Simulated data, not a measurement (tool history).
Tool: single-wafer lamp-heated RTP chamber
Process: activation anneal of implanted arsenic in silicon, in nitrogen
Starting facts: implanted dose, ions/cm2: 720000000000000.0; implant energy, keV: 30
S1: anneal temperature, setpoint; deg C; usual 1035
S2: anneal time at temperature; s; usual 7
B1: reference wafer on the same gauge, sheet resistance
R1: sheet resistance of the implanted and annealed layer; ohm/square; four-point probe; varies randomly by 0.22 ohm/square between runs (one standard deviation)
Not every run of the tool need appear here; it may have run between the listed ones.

run 1 hour=0 | S1=1011 S2=7 | B1=130.95 | R1=144.18
run 2 hour=30.3 | S1=1011 S2=7 | B1=130.91 | R1=144.09
run 3 hour=50.4 | S1=1011 S2=7 | B1=131.06 | R1=144.24
run 4 hour=78.2 | S1=1027 S2=4 | B1=131.06 | R1=145.5
run 5 hour=106.3 | S1=1027 S2=4 | B1=131.09 | R1=144.86
-- hour=119 reflector plate cleaned
run 6 hour=142.1 | S1=1027 S2=4 | B1=130.99 | R1=145.87
run 7 hour=154.5 | S1=1035 S2=7 | B1=130.89 | R1=142.52
run 8 hour=173 | S1=1035 S2=7 | B1=130.95 | R1=142.39
run 9 hour=185 | S1=1035 S2=7 | B1=131.06 | R1=142.55
run 10 hour=205 | S1=1017 S2=4 | B1=130.96 | R1=147.04
run 11 hour=228.1 | S1=1017 S2=4 | B1=131.06 | R1=146.39
run 12 hour=260.8 | S1=1011 S2=7 | B1=131.06 | R1=144.22
run 13 hour=296.4 | S1=1011 S2=7 | B1=131.02 | R1=144.56
run 14 hour=321.6 | S1=1043 S2=3 | B1=130.93 | R1=145.07
run 15 hour=337.6 | S1=1019 S2=9 | B1=130.95 | R1=142.16
-- hour=364.2 pyrometer window cleaned and pyrometer calibrated
run 16 hour=364.7 | S1=1022 S2=7 | B1=131.06 | R1=143.62
-- hour=374.3 reflector plate cleaned
-- hour=387.1 gauge calibrated
run 17 hour=392.4 | S1=1016 S2=7 | B1=130.96 | R1=144.65
run 18 hour=406.7 | S1=1035 S2=3 | B1=130.92 | R1=146.66
run 19 hour=436.6 | S1=1008 S2=4 | B1=131.01 | R1=147.59
run 20 hour=457.3 | S1=1017 S2=7 | B1=130.95 | R1=144.17
run 21 hour=476.1 | S1=1020 S2=3 | B1=131.06 | R1=147.12
run 22 hour=495.7 | S1=1007 S2=4 | B1=130.93 | R1=147.52

State the hidden condition of the tool at each of the runs:
true wafer temperature minus pyrometer reading, K: 0 in every run
gauge reads high (%): 0 in every run
H1: wafer temperature error from the tarnished reflector plate, K
run=1 H1=8.23
run=2 H1=8.77
run=3 H1=9.04
run=4 H1=9.31
run=5 H1=9.51
run=6 H1=2.12
run=7 H1=2.99
run=8 H1=4.08
run=9 H1=4.67
run=10 H1=5.48
run=11 H1=6.21
run=12 H1=6.95
run=13 H1=7.49
run=14 H1=7.76
run=15 H1=7.89
run=16 H1=8.06
run=17 H1=2.8
run=18 H1=3.86
run=19 H1=5.57
run=20 H1=6.45
run=21 H1=7.07
run=22 H1=7.6
